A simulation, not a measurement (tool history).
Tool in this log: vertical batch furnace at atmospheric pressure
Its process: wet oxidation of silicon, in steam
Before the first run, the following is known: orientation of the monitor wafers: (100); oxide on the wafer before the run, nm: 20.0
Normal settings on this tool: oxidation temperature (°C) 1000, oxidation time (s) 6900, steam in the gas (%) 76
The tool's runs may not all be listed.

run     day  oxidation temperature (°C)  oxidation time (s)  steam in the gas (%)  wafers since the last listed run  hours since the last temperature calibration  hours since the steam generator was serviced  hours since the gauge calibration  read-back reference wafer on the same gauge, thickness  oxide thickness on the monitor wafer (angstrom)
  1       0                        1000                6900                    76                                 0                                        2263.5                                        3049.1                              310.9                                                  563.85                                           5083.1
  2   0.833                        1000                6900                    76                               310                                        2283.5                                        3069.1                              330.9                                                   565.1                                           5097.8
  3   2.012                        1000                6900                    76                               439                                        2311.8                                        3097.4                              359.2                                                  565.83                                           5093.4
  4   2.679                        1000                6900                    76                               248                                        2327.8                                        3113.4                              375.2                                                  565.39                                           5078.4
  5   3.338                         990                6900                    76                               245                                        2343.6                                        3129.2                                391                                                   565.5                                           4775.5
  6   4.612                        1000                6900                    76                               474                                        2374.2                                        3159.8                              421.6                                                  566.26                                           5098.3
  7   5.996                        1000                6900                    76                               515                                        2407.4                                          3193                              454.8                                                  567.34                                           5109.7
  8   7.492                        1000                6900                    76                               556                                        2443.3                                        3228.9                              490.7                                                  568.62                                           5112.8
  9   8.521                        1000                5640                    76                               383                                          2468                                        3253.6                              515.4                                                  568.84                                           4477.4
 10   9.571                        1000                5640                    76                               390                                        2493.2                                        3278.8                              540.6                                                  568.26                                           4504.4
     11.625  -- steam generator serviced
 11  13.371                        1014                6900                    76                              1042                                        2584.4                                          41.9                              631.8                                                   571.1                                           5581.3
 12  13.912                        1014                6900                    76                               201                                        2597.4                                          54.9                              644.8                                                  572.15                                           5579.7
     15.254  -- thermocouples replaced and temperature profile calibrated
 13  15.275                        1014                6900                    76                               134                                           0.5                                          87.6                              677.5                                                  573.15                                           5629.1
 14  16.188                        1000                6900                    76                               339                                          22.4                                         109.5                              699.4                                                  572.58                                           5159.8
 15  16.858                        1000                6900                    71                               249                                          38.5                                         125.6                              715.5                                                  573.24                                           4952.9
 16  17.917                        1000                6900                    71                               394                                          63.9                                           151                              740.9                                                  575.05                                           4944.2
 17  18.471                        1024                4500                    76                               206                                          77.2                                         164.3                              754.2                                                  576.13                                             4566
 18  19.038                        1000                6900                    66                               210                                          90.8                                         177.9                              767.8                                                  575.93                                           4698.4
 19  20.062                        1000                6900                    76                               381                                         115.4                                         202.5                              792.4                                                  576.27                                           5178.2
 20  20.646                        1010                8850                    86                               217                                         129.4                                         216.5                              806.4                                                  576.69                                           6946.4
 21  21.608                        1011                6900                    84                               358                                         152.5                                         239.6                              829.5                                                   578.6                                           5913.7
 22  22.708                         986                6900                    66                               409                                         178.9                                           266                              855.9                                                  579.42                                           4317.5
 23  23.617                        1007                5940                    76                               338                                         200.7                                         287.8                              877.7                                                  579.58                                             4966
     23.704  -- gauge calibrated
 24   24.15                        1008                9180                    67                               198                                         213.5                                         300.6                               10.7                                                  564.62                                           5874.4
 25  24.946                        1000                6900                    82                               296                                         232.6                                         319.7                               29.8                                                  563.96                                           5323.4
 26  26.338                         988                6900                    76                               518                                           266                                         353.1                               63.2                                                  564.91                                           4681.5
 27  27.738                        1000                6900                    76                               521                                         299.6                                         386.7                               96.8                                                  564.11                                           5103.7
 28  28.671                        1000                6900                    76                               347                                           322                                         409.1                              119.2                                                  565.25                                           5086.4
 29  29.521                        1000                6900                    76                               316                                         342.4                                         429.5                              139.6                                                   564.5                                             5087
 30  30.942                        1000                9420                    84                               529                                         376.5                                         463.6                              173.7                                                  565.31                                           6589.3
 31  32.304                        1000                6900                    76                               507                                         409.2                                         496.3                              206.4                                                  565.29                                           5062.4
 32  34.596                        1020                9300                    76                               853                                         464.2                                         551.3                              261.4                                                  566.29                                           6857.9

How would selected steps in oxide thickness on the monitor wafer (angstrom) from run to run divide? Give the signed amount a tool lacking its hidden state would still show from settings, what came in and random variation, and the signed amount left for the hidden state, including any gauge scatter that is not in both of the compared results.
What the log doesn't record here: true tube temperature minus thermocouple reading, K; steam share off its setpoint, % of the setpoint; gauge reads high (%).
Run 10 -> 11: oxidation temperature (°C) 1000 -> 1014, oxidation time (s) 5640 -> 6900, steam generator serviced. oxide thickness on the monitor wafer (angstrom) +1076.9: hidden state +32.9, all else +1044.
Run 19 -> 20: oxidation temperature (°C) 1000 -> 1010, oxidation time (s) 6900 -> 8850, steam in the gas (%) 76 -> 86. oxide thickness on the monitor wafer (angstrom) +1768.2: hidden state +44.6, all else +1723.6.
Run 21 -> 22: oxidation temperature (°C) 1011 -> 986, steam in the gas (%) 84 -> 66. oxide thickness on the monitor wafer (angstrom) -1596.2: hidden state -31.2, all else -1565.
Run 23 -> 24: oxidation temperature (°C) 1007 -> 1008, oxidation time (s) 5940 -> 9180, steam in the gas (%) 76 -> 67, gauge calibrated. oxide thickness on the monitor wafer (angstrom) +908.4: hidden state -131.6, all else +1040.
Run 31 -> 32: oxidation temperature (°C) 1000 -> 1020, oxidation time (s) 6900 -> 9300. oxide thickness on the monitor wafer (angstrom) +1795.5: hidden state +11.2, all else +1784.3.
